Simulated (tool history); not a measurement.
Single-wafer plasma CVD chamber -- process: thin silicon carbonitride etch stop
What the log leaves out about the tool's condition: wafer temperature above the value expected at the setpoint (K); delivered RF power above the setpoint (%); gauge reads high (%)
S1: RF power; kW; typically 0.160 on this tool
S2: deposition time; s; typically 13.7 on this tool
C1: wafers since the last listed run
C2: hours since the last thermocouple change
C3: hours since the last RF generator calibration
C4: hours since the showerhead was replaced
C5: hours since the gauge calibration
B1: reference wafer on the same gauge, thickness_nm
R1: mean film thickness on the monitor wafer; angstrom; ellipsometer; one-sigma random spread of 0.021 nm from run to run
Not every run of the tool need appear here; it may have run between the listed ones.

run 1 hour=0.0 | S1=0.160 S2=13.7 | C1=0 C2=2015.5 C3=758.3 C4=4755.2 C5=290.3 | B1=7.494 | R1=72.26
run 2 hour=41.5 | S1=0.160 S2=13.7 | C1=1486 C2=2057.0 C3=799.8 C4=4796.7 C5=331.8 | B1=7.490 | R1=72.37
-- hour=87.8 gauge calibrated
run 3 hour=98.4 | S1=0.160 S2=15.2 | C1=2038 C2=2113.9 C3=856.7 C4=4853.6 C5=10.6 | B1=7.487 | R1=79.98
run 4 hour=124.1 | S1=0.160 S2=15.2 | C1=920 C2=2139.6 C3=882.4 C4=4879.3 C5=36.3 | B1=7.483 | R1=79.88
run 5 hour=182.8 | S1=0.160 S2=15.2 | C1=2102 C2=2198.3 C3=941.1 C4=4938.0 C5=95.0 | B1=7.488 | R1=79.41
-- hour=237.9 showerhead replaced
run 6 hour=238.4 | S1=0.160 S2=13.7 | C1=1705 C2=2253.9 C3=996.7 C4=0.5 C5=150.6 | B1=7.491 | R1=71.92
-- hour=274.5 thermocouple changed; heater temperature recalibrated
run 7 hour=290.7 | S1=0.160 S2=12.9 | C1=1586 C2=16.2 C3=1049.0 C4=52.8 C5=202.9 | B1=7.492 | R1=67.38
run 8 hour=353.1 | S1=0.145 S2=16.2 | C1=2235 C2=78.6 C3=1111.4 C4=115.2 C5=265.3 | B1=7.493 | R1=82.84
-- hour=394.2 RF generator calibrated
run 9 hour=405.9 | S1=0.180 S2=12.1 | C1=1604 C2=131.4 C3=11.7 C4=168.0 C5=318.1 | B1=7.485 | R1=66.91
run 10 hour=475.2 | S1=0.160 S2=13.7 | C1=2482 C2=200.7 C3=81.0 C4=237.3 C5=387.4 | B1=7.491 | R1=72.98
-- hour=540.0 gauge calibrated
run 11 hour=545.6 | S1=0.145 S2=11.4 | C1=2521 C2=271.1 C3=151.4 C4=307.7 C5=5.6 | B1=7.486 | R1=59.15
run 12 hour=572.8 | S1=0.135 S2=11.0 | C1=974 C2=298.3 C3=178.6 C4=334.9 C5=32.8 | B1=7.496 | R1=56.22
run 13 hour=629.3 | S1=0.160 S2=13.7 | C1=2023 C2=354.8 C3=235.1 C4=391.4 C5=89.3 | B1=7.489 | R1=72.98
run 14 hour=695.3 | S1=0.130 S2=13.7 | C1=2364 C2=420.8 C3=301.1 C4=457.4 C5=155.3 | B1=7.493 | R1=68.90

Hidden condition of the tool, last listed run before each entry between runs versus first listed run after:
After run 2, before run 3: gauge calibrated (hour 87.8)
  delivered RF power above the setpoint (%): -4.22 -> -4.75
  what was measured, less what the result would be without the hidden state, R1: -0.86 -> -1.07 angstrom
After run 5, before run 6: showerhead replaced (hour 237.9)
  delivered RF power above the setpoint (%): -5.61 -> -6.22
  what was measured, less what the result would be without the hidden state, R1: -1.25 -> -1.27 angstrom
After run 6, before run 7: thermocouple changed; heater temperature recalibrated (hour 274.5)
  delivered RF power above the setpoint (%): -6.22 -> -6.83
  what was measured, less what the result would be without the hidden state, R1: -1.27 -> -1.31 angstrom
After run 8, before run 9: RF generator calibrated (hour 394.2)
  delivered RF power above the setpoint (%): -7.59 -> -0.232
  what was measured, less what the result would be without the hidden state, R1: -1.80 -> -0.05 angstrom
After run 10, before run 11: gauge calibrated (hour 540.0)
  delivered RF power above the setpoint (%): -0.269 -> -0.361
  what was measured, less what the result would be without the hidden state, R1: -0.06 -> -0.06 angstrom
